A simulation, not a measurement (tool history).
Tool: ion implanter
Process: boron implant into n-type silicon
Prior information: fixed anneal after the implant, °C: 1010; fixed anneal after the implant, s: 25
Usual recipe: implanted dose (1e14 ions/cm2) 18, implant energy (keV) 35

run   hour  implanted dose (1e14 ions/cm2)  implant energy (keV)  wafers since the last listed run  hours since the last dose calibration  hours since the extraction supply was calibrated  hours since the gauge calibration  read-back reference wafer on the same gauge, sheet resistance  sheet resistance of the implanted and annealed layer (ohm/square)
  1      0                           22.17                  44.5                                 0                                  743.1                                            3503.6                                130                                                          87.61                                                              59.34
  2   15.5                              18                  31.5                               365                                  758.6                                            3519.1                              145.5                                                          87.61                                                              72.28
  3     26                              18                  31.5                               247                                  769.1                                            3529.6                                156                                                          87.56                                                              72.26
  4   37.7                              18                  31.5                               276                                  780.8                                            3541.3                              167.7                                                          87.62                                                              72.22
  5   50.4                           14.02                  41.5                               299                                  793.5                                              3554                              180.4                                                          87.58                                                              85.57
      64.2  -- Faraday cup replaced and dose calibrated
  6   64.7                           14.02                  41.5                               148                                    0.5                                            3568.3                              194.7                                                          87.63                                                              88.62
      67.6  -- gauge calibrated
  7   73.1                           14.02                  41.5                               198                                    8.9                                            3576.7                                5.5                                                           87.6                                                              88.56
  8   90.1                           22.17                  44.5                               401                                   25.9                                            3593.7                               22.5                                                          87.63                                                              60.97
       104  -- extraction supply calibrated
  9  104.5                           16.51                  27.5                               151                                   40.3                                               0.5                               36.9                                                          87.56                                                              80.57
 10    114                           20.27                    35                               224                                   49.8                                                10                               46.4                                                          87.58                                                              67.34
 11  129.5                           19.38                  39.5                               365                                   65.3                                              25.5                               61.9                                                           87.6                                                              68.48
 12  143.6                              18                    42                               332                                   79.4                                              39.6                                 76                                                          87.59                                                              72.12
 13  156.6                           15.25                  43.5                               306                                   92.4                                              52.6                                 89                                                           87.6                                                              82.21
 14  171.7                           14.93                  39.5                               356                                  107.5                                              67.7                              104.1                                                          87.56                                                               84.3

For each entry between runs, how does the tool's hidden state at the last listed run before it compare with that at the first listed run after it?
Run 5 -> run 6: Faraday cup replaced and dose calibrated (hour 64.2)
  deviation of the true dose from the Faraday cup's reading, %: 4.67 -> 0.254
  difference, measured minus the result without the unlogged condition, sheet resistance of the implanted and annealed layer (ohm/square): -3.29 -> -0.19
Run 6 -> run 7: gauge calibrated (hour 67.6)
  deviation of the true dose from the Faraday cup's reading, %: 0.254 -> 0.255
  difference, measured minus the result without the unlogged condition, sheet resistance of the implanted and annealed layer (ohm/square): -0.19 -> -0.19
Run 8 -> run 9: extraction supply calibrated (hour 104)
  deviation of the true dose from the Faraday cup's reading, %: 0.258 -> 0.263
  difference, measured minus the result without the unlogged condition, sheet resistance of the implanted and annealed layer (ohm/square): -0.12 -> -0.16

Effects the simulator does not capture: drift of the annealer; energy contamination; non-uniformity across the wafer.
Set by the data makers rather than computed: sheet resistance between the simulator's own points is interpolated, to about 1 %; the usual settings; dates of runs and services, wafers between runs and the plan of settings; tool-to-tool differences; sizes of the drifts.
